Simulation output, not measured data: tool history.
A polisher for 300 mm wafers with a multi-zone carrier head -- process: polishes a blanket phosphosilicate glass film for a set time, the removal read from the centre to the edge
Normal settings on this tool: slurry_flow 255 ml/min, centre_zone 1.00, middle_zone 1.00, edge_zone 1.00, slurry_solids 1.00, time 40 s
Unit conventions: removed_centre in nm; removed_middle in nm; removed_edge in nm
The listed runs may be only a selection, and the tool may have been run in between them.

| run | day | slurry_flow | centre_zone | middle_zone | edge_zone | slurry_solids | time | incoming thickness of the incoming film, nm | removed_centre | removed_middle | removed_edge |
|---|---|---|---|---|---|---|---|---|---|---|---|
| 1 | 0.000 | 255 | 1.00 | 1.00 | 1.00 | 1.00 | 50 | 4303.5 | 336.6 | 325.9 | 334.5 |
| 2 | 1.654 | 255 | 1.00 | 1.00 | 1.00 | 1.00 | 50 | 4368.3 | 329.0 | 321.2 | 330.3 |
| 3 | 4.704 | 255 | 1.00 | 1.00 | 1.00 | 1.00 | 40 | 4296.8 | 255.5 | 247.8 | 259.4 |
| 4 | 7.367 | 255 | 1.00 | 1.00 | 1.00 | 1.00 | 40 | 4260.9 | 255.4 | 246.4 | 258.4 |
| 5 | 11.383 | 255 | 1.00 | 1.00 | 1.00 | 1.00 | 40 | 4282.3 | 237.7 | 232.4 | 234.3 |
| 6 | 16.933 | 200 | 1.00 | 1.00 | 1.00 | 1.00 | 40 | 4372.0 | 226.7 | 220.0 | 230.5 |
| 7 | 19.317 | 200 | 1.00 | 1.00 | 1.00 | 1.00 | 40 | 4295.2 | 219.5 | 214.3 | 224.8 |
| 8 | 22.992 | 255 | 1.00 | 1.00 | 1.00 | 1.00 | 40 | 4375.7 | 221.9 | 208.3 | 221.9 |
| 9 | 27.396 | 255 | 1.00 | 1.00 | 1.00 | 1.00 | 40 | 4320.4 | 258.8 | 248.5 | 262.4 |
| 10 | 30.246 | 255 | 1.00 | 0.92 | 1.05 | 1.00 | 40 | 4346.3 | 254.7 | 238.0 | 261.9 |
| 11 | 32.450 | 255 | 0.94 | 1.00 | 0.93 | 1.00 | 49 | 4334.8 | 290.5 | 310.0 | 300.9 |
| 12 | 34.438 | 320 | 1.00 | 1.00 | 1.00 | 1.00 | 45 | 4329.1 | 291.0 | 278.9 | 285.7 |
| 13 | 36.542 | 255 | 1.00 | 1.00 | 1.00 | 1.00 | 40 | 4314.9 | 248.3 | 234.8 | 251.0 |
| 14 | 39.479 | 290 | 1.00 | 1.00 | 1.06 | 0.85 | 40 | 4323.5 | 250.6 | 242.8 | 259.5 |
| 15 | 41.083 | 255 | 1.00 | 1.00 | 1.00 | 1.00 | 33 | 4361.7 | 219.0 | 208.0 | 220.1 |
| 16 | 45.450 | 170 | 1.00 | 1.00 | 1.00 | 1.20 | 30 | 4276.0 | 194.2 | 194.6 | 200.1 |
| 17 | 53.417 | 195 | 1.00 | 0.90 | 1.00 | 1.00 | 40 | 4262.2 | 254.8 | 233.6 | 258.8 |
| 18 | 55.104 | 255 | 1.00 | 1.00 | 1.00 | 1.00 | 40 | 4316.0 | 267.4 | 256.7 | 269.6 |
| 19 | 61.842 | 255 | 1.00 | 1.00 | 1.04 | 1.10 | 53 | 4288.9 | 351.8 | 346.5 | 353.5 |
| 20 | 63.367 | 255 | 0.94 | 0.90 | 0.91 | 1.00 | 52 | 4298.5 | 307.4 | 299.6 | 315.4 |
| 21 | 65.475 | 255 | 1.08 | 1.00 | 1.06 | 1.00 | 40 | 4302.6 | 270.3 | 241.9 | 256.7 |

Put back what was entered between runs (11 entries, withheld): which listed runs does each sit between, and how does the hidden state differ from the listed run before to the listed run after?
In the gap between runs 4 and 5: worn pad replaced by a new one (day 9.446)
  removal rate lost through wear of the pad, %: 4.29 -> 10.1
  what was measured, less what the result would be without the hidden state, removed_centre: -11.4 -> -26.6 nm; removed_middle: -11.0 -> -26.0 nm; removed_edge: -11.6 -> -26.2 nm
In the gap between runs 5 and 6: slurry nozzle cleaned (day 14.129)
  removal rate lost through wear of the pad, %: 10.1 -> 12.1
  what was measured, less what the result would be without the hidden state, removed_centre: -26.6 -> -31.1 nm; removed_middle: -26.0 -> -30.2 nm; removed_edge: -26.2 -> -31.6 nm
In the gap between runs 6 and 7: carrier head's membrane replaced by a new one (day 19.296)
  removal rate lost through wear of the pad, %: 12.1 -> 13.7
  what was measured, less what the result would be without the hidden state, removed_centre: -31.1 -> -34.7 nm; removed_middle: -30.2 -> -34.0 nm; removed_edge: -31.6 -> -35.6 nm
In the gap between runs 7 and 8: edge zone pressure recalibrated (day 20.704)
  removal rate lost through wear of the pad, %: 13.7 -> 17
  what was measured, less what the result would be without the hidden state, removed_centre: -34.7 -> -45.3 nm; removed_middle: -34.0 -> -42.6 nm; removed_edge: -35.6 -> -45.4 nm
In the gap between runs 8 and 9: worn pad replaced by a new one, repeated, since the last time left the tool worse (day 24.333)
  removal rate lost through wear of the pad, %: 17 -> 1.53
  what was measured, less what the result would be without the hidden state, removed_centre: -45.3 -> -4.0 nm; removed_middle: -42.6 -> -3.8 nm; removed_edge: -45.4 -> -4.1 nm
In the gap between runs 9 and 10: centre zone pressure recalibrated (day 30.146)
  removal rate lost through wear of the pad, %: 1.53 -> 2.52
  what was measured, less what the result would be without the hidden state, removed_centre: -4.0 -> -6.6 nm; removed_middle: -3.8 -> -6.1 nm; removed_edge: -4.1 -> -6.7 nm
In the gap between runs 10 and 11: slurry nozzle cleaned (day 31.729)
  removal rate lost through wear of the pad, %: 2.52 -> 3.71
  what was measured, less what the result would be without the hidden state, removed_centre: -6.6 -> -11.2 nm; removed_middle: -6.1 -> -11.9 nm; removed_edge: -6.7 -> -11.6 nm
In the gap between runs 13 and 14: worn pad replaced by a new one (day 39.100)
  removal rate lost through wear of the pad, %: 6.91 -> 0.98
  what was measured, less what the result would be without the hidden state, removed_centre: -18.5 -> -2.4 nm; removed_middle: -17.4 -> -2.4 nm; removed_edge: -18.7 -> -2.5 nm
In the gap between runs 16 and 17: edge zone pressure recalibrated (day 47.275); slurry nozzle cleaned (day 48.562); worn pad replaced by a new one (day 53.396)
  removal rate lost through wear of the pad, %: 2.53 -> 0.268
  what was measured, less what the result would be without the hidden state, removed_centre: -5.1 -> -0.6 nm; removed_middle: -5.1 -> -0.6 nm; removed_edge: -5.2 -> -0.7 nm
